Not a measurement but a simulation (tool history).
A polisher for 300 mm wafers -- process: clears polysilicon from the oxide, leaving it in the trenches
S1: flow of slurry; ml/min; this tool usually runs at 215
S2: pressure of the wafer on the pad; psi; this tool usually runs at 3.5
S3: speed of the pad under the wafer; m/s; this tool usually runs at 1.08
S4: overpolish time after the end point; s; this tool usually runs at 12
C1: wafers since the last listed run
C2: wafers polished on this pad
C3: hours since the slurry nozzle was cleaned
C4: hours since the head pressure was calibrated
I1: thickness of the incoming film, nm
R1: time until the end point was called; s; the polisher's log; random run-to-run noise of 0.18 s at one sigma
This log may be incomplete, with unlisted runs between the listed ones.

| run | hour | S1 | S2 | S3 | S4 | C1 | C2 | C3 | C4 | I1 | R1 |
|---|---|---|---|---|---|---|---|---|---|---|---|
| 1 | 0 | 215 | 2.9 | 1.08 | 12 | 0 | 506 | 8 | 200.3 | 433.3 | 24 |
| 2 | 18.8 | 215 | 2.9 | 1.08 | 12 | 299 | 805 | 26.8 | 219.1 | 432 | 23.7 |
| 3 | 37.1 | 215 | 3.5 | 1.08 | 12 | 291 | 1096 | 45.1 | 237.4 | 425.5 | 19.4 |
|  | 51.4 | worn pad replaced by a new one |
| 4 | 70.1 | 215 | 3.5 | 1.08 | 12 | 461 | 298 | 78.1 | 270.4 | 429.9 | 20.2 |
| 5 | 84.8 | 215 | 3.5 | 1.08 | 12 | 234 | 532 | 92.8 | 285.1 | 421 | 19.6 |
| 6 | 113 | 215 | 3.5 | 1.08 | 12 | 448 | 981 | 121 | 313.3 | 429.7 | 19.8 |
|  | 141 | worn pad replaced by a new one |
| 7 | 147.2 | 215 | 3.5 | 1.08 | 12 | 480 | 99 | 155.2 | 347.5 | 426.2 | 19.9 |
| 8 | 180.7 | 215 | 3.5 | 1.08 | 17 | 533 | 632 | 188.7 | 381 | 430.8 | 20.2 |
|  | 210.6 | worn pad replaced by a new one |
| 9 | 214.8 | 150 | 3.5 | 1.46 | 12 | 479 | 66 | 222.8 | 415.1 | 433.5 | 16.5 |
|  | 227.5 | slurry nozzle cleaned |
|  | 240.2 | head pressure recalibrated |
| 10 | 245.9 | 215 | 3.5 | 1.08 | 12 | 447 | 513 | 18.4 | 5.7 | 437.6 | 19.8 |
| 11 | 269.1 | 215 | 4.6 | 0.84 | 12 | 369 | 882 | 41.6 | 28.9 | 428.6 | 18.2 |
|  | 287.7 | worn pad replaced by a new one |
| 12 | 290.3 | 215 | 3.5 | 1.08 | 12 | 273 | 40 | 62.8 | 50.1 | 431.6 | 19.5 |
| 13 | 309.6 | 215 | 3.5 | 1.08 | 12 | 307 | 348 | 82.1 | 69.4 | 431.8 | 19.8 |
| 14 | 332.6 | 215 | 3.5 | 0.84 | 12 | 366 | 714 | 105.1 | 92.4 | 437.6 | 24.3 |
| 15 | 366.9 | 215 | 4.4 | 1.34 | 12 | 546 | 1260 | 139.4 | 126.7 | 434.5 | 13.2 |
|  | 372.7 | worn pad replaced by a new one |
| 16 | 381.2 | 270 | 4.2 | 1.08 | 10 | 163 | 135 | 153.7 | 141 | 422.4 | 15.8 |
| 17 | 407.4 | 215 | 3.5 | 0.8 | 12 | 417 | 552 | 179.9 | 167.2 | 429.1 | 25 |

4 options for the next run, each taken on its own from the tool as it stands now. Forecast them:
| A | 407.8 | 215 | 3.5 | 1.4 | 12 | 6 | 558 | 180.3 | 167.6 | 432.5 | ? |
| B | 407.8 | 215 | 3.5 | 1.08 | 7 | 6 | 558 | 180.3 | 167.6 | 432.5 | ? |
| C | 407.8 | 215 | 4.7 | 1.08 | 12 | 6 | 558 | 180.3 | 167.6 | 432.5 | ? |
| D | 407.8 | 280 | 4.2 | 0.72 | 7 | 6 | 558 | 180.3 | 167.6 | 432.5 | ? |

| run | R1 |
|---|---|
| A | 16.2 |
| B | 20.1 |
| C | 15 |
| D | 22.4 |
Without the tool's unlogged condition, the same runs would have read:
| run | R1 |
|---|---|
| A | 16 |
| B | 19.9 |
| C | 14.8 |
| D | 22.2 |

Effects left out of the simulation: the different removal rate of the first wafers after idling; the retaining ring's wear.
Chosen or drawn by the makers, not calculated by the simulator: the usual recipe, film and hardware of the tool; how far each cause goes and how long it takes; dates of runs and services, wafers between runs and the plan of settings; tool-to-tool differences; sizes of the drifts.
